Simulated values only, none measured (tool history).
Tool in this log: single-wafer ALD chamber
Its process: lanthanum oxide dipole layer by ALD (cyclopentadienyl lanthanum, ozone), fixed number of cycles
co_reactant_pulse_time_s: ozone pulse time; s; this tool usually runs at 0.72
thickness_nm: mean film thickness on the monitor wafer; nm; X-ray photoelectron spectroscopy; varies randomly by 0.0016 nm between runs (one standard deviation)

run	hour	co_reactant_pulse_time_s	read-back reference wafer on the same gauge, thickness_nm	thickness_nm
1	0.0	0.72	0.537	0.418
2	22.7	0.72	0.537	0.414
3	46.5	0.72	0.537	0.419
4	64.3	0.72	0.537	0.413
5	98.9	0.72	0.537	0.414
6	114.7	0.62	0.537	0.392
7	129.9	0.62	0.537	0.394
# hour 148.0: thermocouple changed; heater temperature recalibrated
8	148.5	0.63	0.537	0.397
9	182.9	0.72	0.537	0.416
10	198.7	0.72	0.537	0.414
# hour 210.9: gauge calibrated
11	214.6	0.56	0.537	0.376
12	228.1	0.99	0.537	0.460
13	258.6	0.47	0.537	0.355
# hour 276.8: ozone generator serviced
# hour 285.9: showerhead replaced, of another model than before
14	289.2	0.89	0.537	0.496
15	308.5	0.92	0.537	0.499
16	329.8	0.72	0.537	0.470
17	364.8	0.52	0.537	0.433
18	379.6	0.95	0.537	0.498
19	392.3	0.72	0.537	0.465
20	408.0	0.72	0.537	0.465

Below are 3 alternative next runs, each starting from the tool's condition after run 20. Predict each:
A	408.4	0.72	?	?
B	408.4	0.58	?	?
C	408.4	0.79	?	?

run	read-back reference wafer on the same gauge, thickness_nm	thickness_nm
A	0.537	0.463
B	0.537	0.441
C	0.537	0.473
Had the tool no hidden state, the same runs would have come out as:
run	thickness_nm
A	0.476
B	0.454
C	0.485
